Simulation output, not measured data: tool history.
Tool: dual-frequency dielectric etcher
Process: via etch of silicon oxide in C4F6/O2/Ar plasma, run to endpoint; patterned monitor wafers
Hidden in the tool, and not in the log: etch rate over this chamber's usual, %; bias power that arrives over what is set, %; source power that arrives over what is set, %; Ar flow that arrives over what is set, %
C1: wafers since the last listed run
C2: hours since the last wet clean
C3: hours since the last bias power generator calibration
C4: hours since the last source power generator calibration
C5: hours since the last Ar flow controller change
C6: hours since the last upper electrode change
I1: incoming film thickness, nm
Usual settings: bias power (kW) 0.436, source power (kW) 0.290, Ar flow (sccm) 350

run 1 hour=0.0 | bias_power_(kW)=0.436 source_power_(kW)=0.260 Ar_flow_(sccm)=350 | C1=0 C2=117.7 C3=4784.4 C4=2936.3 C5=950.8 C6=4391.0 | I1=63.7 | endpoint_time_(s)=17.3
run 2 hour=44.4 | bias_power_(kW)=0.436 source_power_(kW)=0.290 Ar_flow_(sccm)=350 | C1=788 C2=162.1 C3=4828.8 C4=2980.7 C5=995.2 C6=4435.4 | I1=63.2 | endpoint_time_(s)=16.5
-- hour=85.3 upper electrode replaced
run 3 hour=85.8 | bias_power_(kW)=0.436 source_power_(kW)=0.290 Ar_flow_(sccm)=350 | C1=308 C2=203.5 C3=4870.2 C4=3022.1 C5=1036.6 C6=0.5 | I1=62.8 | endpoint_time_(s)=16.4
run 4 hour=108.0 | bias_power_(kW)=0.436 source_power_(kW)=0.290 Ar_flow_(sccm)=350 | C1=394 C2=225.7 C3=4892.4 C4=3044.3 C5=1058.8 C6=22.7 | I1=63.2 | endpoint_time_(s)=16.5
-- hour=178.3 source power generator calibrated
run 5 hour=178.8 | bias_power_(kW)=0.436 source_power_(kW)=0.290 Ar_flow_(sccm)=350 | C1=1185 C2=296.5 C3=4963.2 C4=0.5 C5=1129.6 C6=93.5 | I1=63.2 | endpoint_time_(s)=16.9
run 6 hour=207.9 | bias_power_(kW)=0.436 source_power_(kW)=0.290 Ar_flow_(sccm)=350 | C1=516 C2=325.6 C3=4992.3 C4=29.6 C5=1158.7 C6=122.6 | I1=62.5 | endpoint_time_(s)=16.8
run 7 hour=254.6 | bias_power_(kW)=0.436 source_power_(kW)=0.290 Ar_flow_(sccm)=350 | C1=829 C2=372.3 C3=5039.0 C4=76.3 C5=1205.4 C6=169.3 | I1=62.5 | endpoint_time_(s)=16.8
-- hour=300.9 wet clean of the chamber
run 8 hour=302.9 | bias_power_(kW)=0.436 source_power_(kW)=0.290 Ar_flow_(sccm)=350 | C1=431 C2=2.0 C3=5087.3 C4=124.6 C5=1253.7 C6=217.6 | I1=62.8 | endpoint_time_(s)=16.3
run 9 hour=355.9 | bias_power_(kW)=0.380 source_power_(kW)=0.230 Ar_flow_(sccm)=291 | C1=940 C2=55.0 C3=5140.3 C4=177.6 C5=1306.7 C6=270.6 | I1=63.4 | endpoint_time_(s)=18.6
-- hour=381.7 bias power generator calibrated
run 10 hour=412.9 | bias_power_(kW)=0.414 source_power_(kW)=0.290 Ar_flow_(sccm)=350 | C1=940 C2=112.0 C3=31.2 C4=234.6 C5=1363.7 C6=327.6 | I1=63.0 | endpoint_time_(s)=16.8
run 11 hour=449.6 | bias_power_(kW)=0.436 source_power_(kW)=0.350 Ar_flow_(sccm)=306 | C1=651 C2=148.7 C3=67.9 C4=271.3 C5=1400.4 C6=364.3 | I1=63.1 | endpoint_time_(s)=15.0
run 12 hour=512.4 | bias_power_(kW)=0.436 source_power_(kW)=0.290 Ar_flow_(sccm)=350 | C1=1114 C2=211.5 C3=130.7 C4=334.1 C5=1463.2 C6=427.1 | I1=63.1 | endpoint_time_(s)=16.6
run 13 hour=541.9 | bias_power_(kW)=0.529 source_power_(kW)=0.320 Ar_flow_(sccm)=395 | C1=523 C2=241.0 C3=160.2 C4=363.6 C5=1492.7 C6=456.6 | I1=63.3 | endpoint_time_(s)=15.1
run 14 hour=610.9 | bias_power_(kW)=0.482 source_power_(kW)=0.290 Ar_flow_(sccm)=350 | C1=1224 C2=310.0 C3=229.2 C4=432.6 C5=1561.7 C6=525.6 | I1=63.4 | endpoint_time_(s)=16.2
run 15 hour=644.0 | bias_power_(kW)=0.489 source_power_(kW)=0.290 Ar_flow_(sccm)=350 | C1=587 C2=343.1 C3=262.3 C4=465.7 C5=1594.8 C6=558.7 | I1=62.9 | endpoint_time_(s)=16.0
run 16 hour=714.1 | bias_power_(kW)=0.508 source_power_(kW)=0.290 Ar_flow_(sccm)=389 | C1=1244 C2=413.2 C3=332.4 C4=535.8 C5=1664.9 C6=628.8 | I1=63.4 | endpoint_time_(s)=16.2
-- hour=748.4 wet clean of the chamber
run 17 hour=748.9 | bias_power_(kW)=0.499 source_power_(kW)=0.290 Ar_flow_(sccm)=273 | C1=191 C2=0.5 C3=367.2 C4=570.6 C5=1699.7 C6=663.6 | I1=63.0 | endpoint_time_(s)=15.0
run 18 hour=768.3 | bias_power_(kW)=0.536 source_power_(kW)=0.290 Ar_flow_(sccm)=412 | C1=344 C2=19.9 C3=386.6 C4=590.0 C5=1719.1 C6=683.0 | I1=63.2 | endpoint_time_(s)=15.5
run 19 hour=837.3 | bias_power_(kW)=0.347 source_power_(kW)=0.250 Ar_flow_(sccm)=379 | C1=1224 C2=88.9 C3=455.6 C4=659.0 C5=1788.1 C6=752.0 | I1=63.8 | endpoint_time_(s)=19.6
run 20 hour=868.9 | bias_power_(kW)=0.542 source_power_(kW)=0.310 Ar_flow_(sccm)=308 | C1=560 C2=120.5 C3=487.2 C4=690.6 C5=1819.7 C6=783.6 | I1=63.5 | endpoint_time_(s)=14.6
run 21 hour=959.7 | bias_power_(kW)=0.489 source_power_(kW)=0.250 Ar_flow_(sccm)=350 | C1=1611 C2=211.3 C3=578.0 C4=781.4 C5=1910.5 C6=874.4 | I1=62.2 | endpoint_time_(s)=16.7
-- hour=998.4 Ar flow controller replaced
run 22 hour=1016.8 | bias_power_(kW)=0.483 source_power_(kW)=0.270 Ar_flow_(sccm)=318 | C1=907 C2=268.4 C3=635.1 C4=838.5 C5=18.4 C6=931.5 | I1=62.8 | endpoint_time_(s)=16.3
run 23 hour=1042.2 | bias_power_(kW)=0.385 source_power_(kW)=0.260 Ar_flow_(sccm)=267 | C1=450 C2=293.8 C3=660.5 C4=863.9 C5=43.8 C6=956.9 | I1=63.1 | endpoint_time_(s)=17.7
run 24 hour=1081.3 | bias_power_(kW)=0.436 source_power_(kW)=0.350 Ar_flow_(sccm)=430 | C1=694 C2=332.9 C3=699.6 C4=903.0 C5=82.9 C6=996.0 | I1=63.1 | endpoint_time_(s)=16.0
-- hour=1190.5 wet clean of the chamber
run 25 hour=1244.7 | bias_power_(kW)=0.436 source_power_(kW)=0.290 Ar_flow_(sccm)=350 | C1=2474 C2=54.2 C3=863.0 C4=1066.4 C5=246.3 C6=1159.4 | I1=63.1 | endpoint_time_(s)=16.4
run 26 hour=1443.4 | bias_power_(kW)=0.436 source_power_(kW)=0.260 Ar_flow_(sccm)=294 | C1=3527 C2=252.9 C3=1061.7 C4=1265.1 C5=445.0 C6=1358.1 | I1=63.4 | endpoint_time_(s)=17.0
run 27 hour=1474.5 | bias_power_(kW)=0.436 source_power_(kW)=0.290 Ar_flow_(sccm)=307 | C1=552 C2=284.0 C3=1092.8 C4=1296.2 C5=476.1 C6=1389.2 | I1=63.3 | endpoint_time_(s)=16.5
run 28 hour=1539.5 | bias_power_(kW)=0.529 source_power_(kW)=0.320 Ar_flow_(sccm)=395 | C1=1153 C2=349.0 C3=1157.8 C4=1361.2 C5=541.1 C6=1454.2 | I1=63.5 | endpoint_time_(s)=15.2

Forecast each of these 5 alternatives for the next run:
run A hour=1539.9 | bias_power_(kW)=0.436 source_power_(kW)=0.290 Ar_flow_(sccm)=283 | C1=7 C2=349.4 C3=1158.2 C4=1361.6 C5=541.5 C6=1454.6 | I1=63.2 | endpoint_time_(s)=?
run B hour=1539.9 | bias_power_(kW)=0.436 source_power_(kW)=0.230 Ar_flow_(sccm)=285 | C1=7 C2=349.4 C3=1158.2 C4=1361.6 C5=541.5 C6=1454.6 | I1=63.2 | endpoint_time_(s)=?
run C hour=1539.9 | bias_power_(kW)=0.436 source_power_(kW)=0.230 Ar_flow_(sccm)=402 | C1=7 C2=349.4 C3=1158.2 C4=1361.6 C5=541.5 C6=1454.6 | I1=63.2 | endpoint_time_(s)=?
run D hour=1539.9 | bias_power_(kW)=0.408 source_power_(kW)=0.350 Ar_flow_(sccm)=310 | C1=7 C2=349.4 C3=1158.2 C4=1361.6 C5=541.5 C6=1454.6 | I1=63.2 | endpoint_time_(s)=?
run E hour=1539.9 | bias_power_(kW)=0.436 source_power_(kW)=0.360 Ar_flow_(sccm)=350 | C1=7 C2=349.4 C3=1158.2 C4=1361.6 C5=541.5 C6=1454.6 | I1=63.2 | endpoint_time_(s)=?

run=A endpoint_time_(s)=16.3
run=B endpoint_time_(s)=17.9
run=C endpoint_time_(s)=18.8
run=D endpoint_time_(s)=15.7
run=E endpoint_time_(s)=15.4
Without the tool's hidden state the same runs would have given:
run=A endpoint_time_(s)=16.0
run=B endpoint_time_(s)=17.6
run=C endpoint_time_(s)=18.5
run=D endpoint_time_(s)=15.4
run=E endpoint_time_(s)=15.1
